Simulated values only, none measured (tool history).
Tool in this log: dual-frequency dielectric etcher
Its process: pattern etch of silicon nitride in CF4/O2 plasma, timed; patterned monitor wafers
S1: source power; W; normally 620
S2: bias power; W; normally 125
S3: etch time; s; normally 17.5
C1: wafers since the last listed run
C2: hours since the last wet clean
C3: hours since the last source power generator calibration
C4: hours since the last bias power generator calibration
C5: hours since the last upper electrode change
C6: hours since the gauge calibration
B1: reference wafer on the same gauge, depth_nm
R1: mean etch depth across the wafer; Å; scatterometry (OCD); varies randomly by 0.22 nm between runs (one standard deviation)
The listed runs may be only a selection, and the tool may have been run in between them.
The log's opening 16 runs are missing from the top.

run 17 hour=925.6 | S1=500 S2=151 S3=19.5 | C1=622 C2=43.6 C3=695.5 C4=381.7 C5=159 C6=571.4 | B1=36.72 | R1=300.3
run 18 hour=960.3 | S1=620 S2=125 S3=17.5 | C1=501 C2=78.3 C3=730.2 C4=416.4 C5=193.7 C6=606.1 | B1=36.72 | R1=313.8
run 19 hour=985.7 | S1=740 S2=97 S3=15 | C1=367 C2=103.7 C3=755.6 C4=441.8 C5=219.1 C6=631.5 | B1=36.68 | R1=301.5
run 20 hour=1037.3 | S1=720 S2=125 S3=19.5 | C1=745 C2=155.3 C3=807.2 C4=493.4 C5=270.7 C6=683.1 | B1=36.61 | R1=402.3
run 21 hour=1073.9 | S1=620 S2=125 S3=17.5 | C1=529 C2=191.9 C3=843.8 C4=530 C5=307.3 C6=719.7 | B1=36.7 | R1=312.7
run 22 hour=1133.7 | S1=620 S2=125 S3=17.5 | C1=864 C2=251.7 C3=903.6 C4=589.8 C5=367.1 C6=779.5 | B1=36.72 | R1=313.2
run 23 hour=1187.5 | S1=620 S2=125 S3=17.5 | C1=777 C2=305.5 C3=957.4 C4=643.6 C5=420.9 C6=833.3 | B1=36.78 | R1=312.2
run 24 hour=1218.4 | S1=690 S2=125 S3=16 | C1=446 C2=336.4 C3=988.3 C4=674.5 C5=451.8 C6=864.2 | B1=36.74 | R1=319.1
run 25 hour=1248.7 | S1=730 S2=156 S3=14 | C1=437 C2=366.7 C3=1018.6 C4=704.8 C5=482.1 C6=894.5 | B1=36.68 | R1=308.8
run 26 hour=1307.5 | S1=470 S2=116 S3=17.5 | C1=849 C2=425.5 C3=1077.4 C4=763.6 C5=540.9 C6=953.3 | B1=36.69 | R1=238.2
run 27 hour=1346 | S1=620 S2=125 S3=17.5 | C1=556 C2=464 C3=1115.9 C4=802.1 C5=579.4 C6=991.8 | B1=36.73 | R1=311.5
run 28 hour=1380.2 | S1=750 S2=115 S3=19.5 | C1=494 C2=498.2 C3=1150.1 C4=836.3 C5=613.6 C6=1026 | B1=36.66 | R1=409.2
run 29 hour=1428.2 | S1=740 S2=125 S3=15 | C1=693 C2=546.2 C3=1198.1 C4=884.3 C5=661.6 C6=1074 | B1=36.64 | R1=316.7
-- hour=1460.4 wet clean of the chamber
run 30 hour=1495.7 | S1=480 S2=151 S3=13 | C1=628 C2=35.3 C3=1265.6 C4=951.8 C5=729.1 C6=1141.5 | B1=36.75 | R1=193.2

Alternative continuations, all from the tool just after run 30; predict every row:
run A hour=1496.1 | S1=520 S2=125 S3=17.5 | C1=5 C2=35.7 C3=1266 C4=952.2 C5=729.5 C6=1141.9 | B1=? | R1=?
run B hour=1496.1 | S1=670 S2=125 S3=14 | C1=5 C2=35.7 C3=1266 C4=952.2 C5=729.5 C6=1141.9 | B1=? | R1=?
run C hour=1496.1 | S1=760 S2=125 S3=19.5 | C1=5 C2=35.7 C3=1266 C4=952.2 C5=729.5 C6=1141.9 | B1=? | R1=?
run D hour=1496.1 | S1=620 S2=141 S3=16 | C1=5 C2=35.7 C3=1266 C4=952.2 C5=729.5 C6=1141.9 | B1=? | R1=?

run=A B1=36.71 R1=268.5
run=B B1=36.71 R1=272
run=C B1=36.71 R1=425.6
run=D B1=36.71 R1=298.2
Without the tool's unlogged condition, the same runs would have read:
run=A R1=268.5
run=B R1=272
run=C R1=425.6
run=D R1=298.2

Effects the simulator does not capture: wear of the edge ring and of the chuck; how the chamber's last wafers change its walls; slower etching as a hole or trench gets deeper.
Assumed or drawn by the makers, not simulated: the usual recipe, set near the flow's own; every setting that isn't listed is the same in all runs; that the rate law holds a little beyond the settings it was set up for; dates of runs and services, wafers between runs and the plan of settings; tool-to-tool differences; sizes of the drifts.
